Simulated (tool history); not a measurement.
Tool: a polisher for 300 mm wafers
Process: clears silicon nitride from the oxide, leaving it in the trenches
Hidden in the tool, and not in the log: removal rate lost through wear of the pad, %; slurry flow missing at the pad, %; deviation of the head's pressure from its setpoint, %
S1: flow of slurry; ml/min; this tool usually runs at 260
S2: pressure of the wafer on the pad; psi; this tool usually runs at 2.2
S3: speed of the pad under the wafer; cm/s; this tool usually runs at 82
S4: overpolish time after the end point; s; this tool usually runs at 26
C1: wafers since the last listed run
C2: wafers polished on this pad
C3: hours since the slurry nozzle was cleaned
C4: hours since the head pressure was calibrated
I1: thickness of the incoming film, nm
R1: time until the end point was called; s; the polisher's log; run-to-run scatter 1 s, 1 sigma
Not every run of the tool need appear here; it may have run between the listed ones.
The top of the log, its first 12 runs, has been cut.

| run | day | S1 | S2 | S3 | S4 | C1 | C2 | C3 | C4 | I1 | R1 |
|---|---|---|---|---|---|---|---|---|---|---|---|
|  | 20.358 | slurry nozzle cleaned |
| 13 | 22.362 | 260 | 2.2 | 82 | 26 | 592 | 3675 | 48.1 | 164.8 | 50.0 | 84.7 |
| 14 | 24.517 | 345 | 2.2 | 82 | 11 | 504 | 4179 | 99.8 | 216.5 | 50.1 | 82.9 |
|  | 25.742 | worn pad replaced by a new one |
| 15 | 27.396 | 260 | 2.2 | 82 | 26 | 634 | 387 | 168.9 | 285.6 | 50.3 | 89.0 |
| 16 | 29.846 | 260 | 1.4 | 82 | 18 | 573 | 960 | 227.7 | 344.4 | 49.4 | 140.0 |
| 17 | 31.392 | 345 | 2.5 | 82 | 21 | 361 | 1322 | 264.8 | 381.5 | 50.3 | 76.7 |
| 18 | 32.896 | 260 | 1.8 | 90 | 26 | 352 | 1674 | 300.9 | 417.6 | 49.0 | 99.2 |
| 19 | 34.738 | 300 | 2.4 | 82 | 20 | 431 | 2105 | 345.1 | 461.8 | 50.4 | 81.6 |
| 20 | 36.267 | 260 | 2.2 | 82 | 26 | 357 | 2463 | 381.8 | 498.5 | 50.3 | 93.7 |
| 21 | 38.625 | 260 | 2.2 | 82 | 26 | 551 | 3015 | 438.4 | 555.1 | 50.6 | 93.2 |
|  | 41.925 | slurry nozzle cleaned |
| 22 | 44.833 | 260 | 2.2 | 82 | 26 | 1443 | 4458 | 69.8 | 704.1 | 49.4 | 93.0 |
|  | 46.596 | worn pad replaced by a new one |
| 23 | 52.821 | 260 | 2.2 | 82 | 20 | 1830 | 1456 | 261.5 | 895.8 | 50.7 | 93.3 |
| 24 | 54.392 | 260 | 2.2 | 102 | 26 | 367 | 1824 | 299.2 | 933.5 | 50.3 | 76.6 |
| 25 | 56.258 | 175 | 2.0 | 82 | 26 | 436 | 2261 | 344.0 | 978.3 | 51.1 | 109.8 |
| 26 | 58.579 | 195 | 1.7 | 90 | 39 | 543 | 2804 | 399.7 | 1034.0 | 50.2 | 117.9 |
| 27 | 61.325 | 320 | 2.2 | 82 | 26 | 642 | 3446 | 465.6 | 1099.9 | 50.3 | 93.2 |
| 28 | 63.292 | 340 | 2.2 | 82 | 26 | 460 | 3907 | 512.8 | 1147.1 | 49.6 | 90.0 |
|  | 63.483 | slurry nozzle cleaned |
| 29 | 64.475 | 185 | 2.2 | 104 | 19 | 267 | 4174 | 23.8 | 1175.5 | 50.6 | 81.3 |
|  | 66.838 | worn pad replaced by a new one |
| 30 | 66.858 | 325 | 2.6 | 60 | 26 | 518 | 4 | 81.0 | 1232.7 | 50.1 | 103.2 |
| 31 | 69.192 | 315 | 1.7 | 82 | 33 | 546 | 550 | 137.0 | 1288.7 | 50.7 | 123.4 |
| 32 | 71.183 | 260 | 1.9 | 108 | 26 | 466 | 1016 | 184.8 | 1336.5 | 49.5 | 86.5 |
| 33 | 72.904 | 305 | 2.7 | 60 | 40 | 402 | 1419 | 226.1 | 1377.8 | 50.2 | 99.5 |
| 34 | 74.104 | 260 | 2.2 | 82 | 33 | 280 | 1700 | 254.9 | 1406.6 | 51.0 | 96.0 |
|  | 75.658 | head pressure recalibrated |
| 35 | 75.975 | 260 | 2.2 | 62 | 26 | 418 | 2118 | 299.8 | 7.6 | 50.2 | 107.4 |
| 36 | 77.792 | 260 | 2.2 | 82 | 26 | 425 | 2544 | 343.4 | 51.2 | 49.9 | 86.9 |

Branching from run 36: 5 alternative next runs. What would each branch give?
| A | 77.812 | 260 | 2.2 | 68 | 26 | 4 | 2548 | 343.9 | 51.7 | 49.0 | ? |
| B | 77.812 | 210 | 1.9 | 72 | 19 | 4 | 2548 | 343.9 | 51.7 | 49.0 | ? |
| C | 77.812 | 305 | 2.2 | 82 | 26 | 4 | 2548 | 343.9 | 51.7 | 49.0 | ? |
| D | 77.812 | 260 | 2.6 | 62 | 26 | 4 | 2548 | 343.9 | 51.7 | 49.0 | ? |
| E | 77.812 | 295 | 2.6 | 68 | 38 | 4 | 2548 | 343.9 | 51.7 | 49.0 | ? |

| run | R1 |
|---|---|
| A | 98.1 |
| B | 110.8 |
| C | 82.0 |
| D | 89.9 |
| E | 82.0 |
The same runs, with their run-to-run variation unchanged, on a tool lacking any hidden condition would have given:
| run | R1 |
|---|---|
| A | 96.6 |
| B | 109.0 |
| C | 80.7 |
| D | 88.5 |
| E | 80.7 |
